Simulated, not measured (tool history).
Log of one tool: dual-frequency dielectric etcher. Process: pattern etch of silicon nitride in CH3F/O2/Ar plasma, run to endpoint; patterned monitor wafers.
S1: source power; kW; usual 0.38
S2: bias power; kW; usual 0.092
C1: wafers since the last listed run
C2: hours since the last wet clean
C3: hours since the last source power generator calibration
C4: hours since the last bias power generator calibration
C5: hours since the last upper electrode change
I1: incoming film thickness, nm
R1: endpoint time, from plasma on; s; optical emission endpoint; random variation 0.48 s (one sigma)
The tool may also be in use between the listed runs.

run	hour	S1	S2	C1	C2	C3	C4	C5	I1	R1
1	0	0.38	0.108	0	11.2	1313	3672.1	2496.3	40.99	56.4
2	60	0.38	0.108	490	71.2	1373	3732.1	2556.3	40.85	54.6
3	128.8	0.38	0.11	562	140	1441.8	3800.9	2625.1	41.14	55.9
4	188.6	0.38	0.11	488	199.8	1501.6	3860.7	2684.9	41.31	55.2
5	238	0.38	0.092	403	249.2	1551	3910.1	2734.3	40.86	60.9
6	335.1	0.38	0.092	793	346.3	1648.1	4007.2	2831.4	41	60.4
# hour 384.6: wet clean of the chamber
7	435.2	0.38	0.092	621	50.6	1748.2	4107.3	2931.5	41.24	60.5
# hour 453.1: source power generator calibrated
8	479.9	0.38	0.092	332	95.3	26.8	4152	2976.2	41.16	60.7
# hour 541.7: upper electrode replaced
9	554.4	0.47	0.072	412	169.8	101.3	4226.5	12.7	41.11	64.4
# hour 670.4: bias power generator calibrated
10	713.4	0.34	0.092	1266	328.8	260.3	43	171.7	41.31	63.5
# hour 748.4: wet clean of the chamber
11	793.3	0.29	0.074	456	44.9	340.2	122.9	251.6	41.14	77.5
12	890.6	0.38	0.092	795	142.2	437.5	220.2	348.9	40.74	59.9
13	982.5	0.29	0.114	750	234.1	529.4	312.1	440.8	41.05	60.1
14	1052.5	0.38	0.108	571	304.1	599.4	382.1	510.8	40.73	55.1
# hour 1104.5: wet clean of the chamber
15	1137.1	0.33	0.098	495	32.6	684	466.7	595.4	40.47	61.2
16	1230.6	0.48	0.074	764	126.1	777.5	560.2	688.9	40.94	61.6
17	1337	0.32	0.092	869	232.5	883.9	666.6	795.3	40.87	64.9

5 ways to go on from here, each from the tool as it stands after run 17. What would each give?
A	1337.4	0.38	0.092	3	232.9	884.3	667	795.7	40.97	?
B	1337.4	0.35	0.092	3	232.9	884.3	667	795.7	40.97	?
C	1337.4	0.35	0.099	3	232.9	884.3	667	795.7	40.97	?
D	1337.4	0.41	0.099	3	232.9	884.3	667	795.7	40.97	?
E	1337.4	0.38	0.112	3	232.9	884.3	667	795.7	40.97	?

run	R1
A	60.7
B	62.9
C	60.4
D	56.5
E	54.6
Without the tool's hidden state the same runs would have given:
run	R1
A	60.7
B	62.9
C	60.4
D	56.5
E	54.6

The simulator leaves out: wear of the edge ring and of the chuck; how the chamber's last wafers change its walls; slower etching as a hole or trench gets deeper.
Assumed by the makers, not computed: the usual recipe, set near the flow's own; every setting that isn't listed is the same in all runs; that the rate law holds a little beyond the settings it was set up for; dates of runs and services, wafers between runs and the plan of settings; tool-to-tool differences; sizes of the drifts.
